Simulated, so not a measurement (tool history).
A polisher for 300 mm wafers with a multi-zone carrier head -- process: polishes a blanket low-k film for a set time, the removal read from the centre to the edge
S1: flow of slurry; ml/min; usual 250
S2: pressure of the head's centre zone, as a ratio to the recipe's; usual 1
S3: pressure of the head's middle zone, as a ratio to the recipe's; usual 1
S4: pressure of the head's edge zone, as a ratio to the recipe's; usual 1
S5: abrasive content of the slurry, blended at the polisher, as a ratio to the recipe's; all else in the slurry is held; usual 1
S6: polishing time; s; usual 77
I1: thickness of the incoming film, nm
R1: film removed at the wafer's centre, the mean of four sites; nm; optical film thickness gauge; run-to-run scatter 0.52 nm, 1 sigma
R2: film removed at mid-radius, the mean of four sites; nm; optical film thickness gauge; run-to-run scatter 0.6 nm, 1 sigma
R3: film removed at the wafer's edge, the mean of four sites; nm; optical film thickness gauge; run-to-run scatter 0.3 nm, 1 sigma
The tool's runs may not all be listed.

{"run": 1, "hour": 0.0, "S1": 250, "S2": 1, "S3": 1, "S4": 1, "S5": 1, "S6": 77, "I1": 559.8, "R1": 39.6, "R2": 40.4, "R3": 40.6}
{"run": 2, "hour": 42.8, "S1": 250, "S2": 1, "S3": 1, "S4": 1, "S5": 1, "S6": 77, "I1": 558.1, "R1": 39.6, "R2": 40.8, "R3": 40.3}
{"run": 3, "hour": 92.8, "S1": 250, "S2": 1, "S3": 1, "S4": 1, "S5": 1.2, "S6": 77, "I1": 558.1, "R1": 41.3, "R2": 41.8, "R3": 42.6}
{"run": 4, "hour": 119.8, "S1": 250, "S2": 1, "S3": 1, "S4": 1, "S5": 1.2, "S6": 77, "I1": 561.4, "R1": 40.2, "R2": 41.4, "R3": 42.1}
{"run": 5, "hour": 147.4, "S1": 250, "S2": 1, "S3": 1, "S4": 1, "S5": 1.2, "S6": 77, "I1": 556.1, "R1": 39.8, "R2": 40.5, "R3": 40.6}
{"run": 6, "hour": 181.3, "S1": 250, "S2": 0.94, "S3": 0.88, "S4": 0.92, "S5": 1, "S6": 77, "I1": 553.2, "R1": 32.6, "R2": 32.8, "R3": 34.5}
{"hour": 199.4, "done": "worn pad replaced by a new one"}
{"run": 7, "hour": 224.4, "S1": 250, "S2": 1, "S3": 1.09, "S4": 1.04, "S5": 1, "S6": 77, "I1": 562, "R1": 38.6, "R2": 43.5, "R3": 41.2}
{"run": 8, "hour": 248.4, "S1": 330, "S2": 0.91, "S3": 1, "S4": 1.08, "S5": 1, "S6": 68, "I1": 558.7, "R1": 32.8, "R2": 35.3, "R3": 37.7}
{"hour": 257.7, "done": "centre zone pressure recalibrated"}
{"run": 9, "hour": 285.6, "S1": 250, "S2": 0.92, "S3": 1, "S4": 1, "S5": 1, "S6": 60, "I1": 562.6, "R1": 27.5, "R2": 30.5, "R3": 30.8}
{"run": 10, "hour": 328.0, "S1": 250, "S2": 1, "S3": 1, "S4": 1, "S5": 1, "S6": 77, "I1": 553.4, "R1": 37.2, "R2": 37.5, "R3": 38.7}
{"hour": 356.0, "done": "carrier head's membrane replaced by a new one"}
{"hour": 356.5, "done": "slurry nozzle cleaned"}
{"run": 11, "hour": 370.7, "S1": 250, "S2": 1.04, "S3": 0.96, "S4": 1, "S5": 1.15, "S6": 56, "I1": 548.2, "R1": 29.9, "R2": 29, "R3": 30.4}
{"hour": 397.5, "done": "edge zone pressure recalibrated"}
{"run": 12, "hour": 398.0, "S1": 250, "S2": 1, "S3": 0.89, "S4": 0.94, "S5": 1, "S6": 77, "I1": 559.4, "R1": 37.3, "R2": 33.9, "R3": 37.5}
{"run": 13, "hour": 427.4, "S1": 250, "S2": 1, "S3": 1, "S4": 1, "S5": 1.15, "S6": 77, "I1": 560.2, "R1": 37.6, "R2": 39.6, "R3": 40.4}
{"run": 14, "hour": 453.0, "S1": 250, "S2": 1, "S3": 1, "S4": 0.89, "S5": 1, "S6": 77, "I1": 556.7, "R1": 35.3, "R2": 36.4, "R3": 34.3}
{"run": 15, "hour": 486.1, "S1": 250, "S2": 1, "S3": 1, "S4": 1, "S5": 1, "S6": 77, "I1": 558.6, "R1": 34.5, "R2": 34.7, "R3": 34.7}
{"hour": 503.1, "done": "worn pad replaced by a new one"}
{"run": 16, "hour": 531.1, "S1": 250, "S2": 1, "S3": 1, "S4": 1, "S5": 1, "S6": 77, "I1": 565.3, "R1": 39.5, "R2": 41.4, "R3": 41.3}
{"run": 17, "hour": 591.2, "S1": 250, "S2": 0.93, "S3": 1, "S4": 1, "S5": 1, "S6": 77, "I1": 553.8, "R1": 36.3, "R2": 40.4, "R3": 40.6}
{"run": 18, "hour": 620.9, "S1": 250, "S2": 0.92, "S3": 1.07, "S4": 1, "S5": 1, "S6": 77, "I1": 565, "R1": 35.9, "R2": 41.6, "R3": 39.5}
{"hour": 656.2, "done": "centre zone pressure recalibrated"}
{"run": 19, "hour": 665.0, "S1": 250, "S2": 1, "S3": 1.07, "S4": 1, "S5": 1, "S6": 77, "I1": 554.3, "R1": 37.4, "R2": 40.4, "R3": 38.5}
{"run": 20, "hour": 703.8, "S1": 220, "S2": 1, "S3": 0.88, "S4": 0.92, "S5": 1.1, "S6": 77, "I1": 564, "R1": 36.4, "R2": 33, "R3": 36.7}
{"hour": 733.5, "done": "worn pad replaced by a new one"}
{"run": 21, "hour": 768.1, "S1": 250, "S2": 1, "S3": 1, "S4": 1, "S5": 1, "S6": 77, "I1": 569.1, "R1": 37.3, "R2": 37.9, "R3": 38.9}
{"run": 22, "hour": 802.2, "S1": 250, "S2": 0.95, "S3": 0.92, "S4": 1, "S5": 1, "S6": 77, "I1": 559.4, "R1": 34.3, "R2": 34.7, "R3": 38.1}

Consider 4 possible next runs. They are alternatives, not a sequence: every one starts from the tool as it was left by run 22. What does each give?
{"run": "A", "hour": 802.7, "S1": 250, "S2": 1, "S3": 1, "S4": 1, "S5": 1, "S6": 77, "I1": 555.4, "R1": "?", "R2": "?", "R3": "?"}
{"run": "B", "hour": 802.7, "S1": 250, "S2": 1, "S3": 0.93, "S4": 1, "S5": 1.1, "S6": 91, "I1": 555.4, "R1": "?", "R2": "?", "R3": "?"}
{"run": "C", "hour": 802.7, "S1": 175, "S2": 0.9, "S3": 1, "S4": 1, "S5": 1, "S6": 77, "I1": 555.4, "R1": "?", "R2": "?", "R3": "?"}
{"run": "D", "hour": 802.7, "S1": 335, "S2": 1, "S3": 1, "S4": 1, "S5": 1, "S6": 87, "I1": 555.4, "R1": "?", "R2": "?", "R3": "?"}

run=A R1=35.3 R2=38 R3=38.1
run=B R1=43.7 R2=44.2 R3=47.2
run=C R1=29.1 R2=35.2 R3=36.2
run=D R1=42.2 R2=45.1 R3=44.6
Take away the tool's hidden state, keep each run's random variation, and the runs would have read:
run=A R1=40.1 R2=42.7 R3=41.6
run=B R1=49.6 R2=49.6 R3=51.5
run=C R1=34.5 R2=41 R3=40.4
run=D R1=46.7 R2=49.5 R3=48
